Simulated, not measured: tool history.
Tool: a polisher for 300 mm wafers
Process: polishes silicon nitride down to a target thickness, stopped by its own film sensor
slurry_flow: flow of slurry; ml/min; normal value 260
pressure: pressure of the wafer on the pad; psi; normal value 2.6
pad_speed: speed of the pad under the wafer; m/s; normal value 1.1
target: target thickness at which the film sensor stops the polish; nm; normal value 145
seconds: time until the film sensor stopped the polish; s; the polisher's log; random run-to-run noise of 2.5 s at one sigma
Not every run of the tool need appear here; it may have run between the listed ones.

run	hour	slurry_flow	pressure	pad_speed	target	incoming thickness of the incoming film, nm	seconds
1	0	225	2.6	1.1	145	301.7	149.9
2	58.5	225	2.6	1.1	145	300.7	160.2
# hour 65: slurry nozzle cleaned
3	146.8	260	2.6	1.1	145	298.1	155.6
# hour 156.5: worn pad replaced by a new one
4	184.8	260	2.6	1.1	145	297.7	143.7
# hour 215.2: head pressure recalibrated
5	287.6	260	2.6	1.32	145	298.5	127.6
6	388.4	260	2.6	1.32	145	295.7	130.7
7	483.1	260	2.6	1.32	145	298.2	132.3
# hour 507.5: worn pad replaced by a new one, of another model than before
# hour 543.6: slurry nozzle cleaned
8	579.1	220	2.6	1.1	145	300.4	144.9
9	686.6	260	2.6	1.1	145	295.4	140.5
# hour 785.4: head pressure recalibrated
10	791.6	260	2.4	1.1	145	302.7	162.8
11	848.8	260	2.4	1.1	145	300.9	165.1
12	889.6	260	2.4	1.1	145	300.8	168.9
# hour 909.1: worn pad replaced by a new one
# hour 927.2: slurry nozzle cleaned
13	961.3	260	2.6	1.1	145	296	144.7
14	1053.3	185	2.3	1.46	145	298.8	137.7
15	1092.4	230	2.6	0.86	115	304.6	212.2
16	1177.9	260	3.2	1.42	145	304.9	122.6
17	1217.3	260	2.6	1.1	145	299.4	157.2
# hour 1245.1: worn pad replaced by a new one
18	1300.7	205	2.1	0.92	145	302.4	177.1
19	1346.8	260	2.6	1.1	119	300.6	167.7
# hour 1393.1: slurry nozzle cleaned
20	1395.3	185	1.8	1.1	145	304.4	186.6
21	1485.5	260	2.4	1.1	145	302.5	163.2
# hour 1502.5: head pressure recalibrated
22	1542	260	1.9	1.44	173	305.2	136.3
# hour 1619.1: worn pad replaced by a new one
23	1637.1	180	3.2	1.28	167	303	101.6
24	1720.2	260	2.6	1.1	145	294.8	138.6
25	1762.8	260	2.6	1.1	145	301.2	148.9

Branching from run 25: 3 alternative next runs. What would each branch give?
A	1763.3	260	2.6	1.1	145	301.2	?
B	1763.3	205	3.1	1.4	107	301.2	?
C	1763.3	215	1.9	1.38	145	301.2	?

run	seconds
A	146.7
B	146.3
C	152.4
Without the tool's hidden state the same runs would have given:
run	seconds
A	139.3
B	138.9
C	144.7
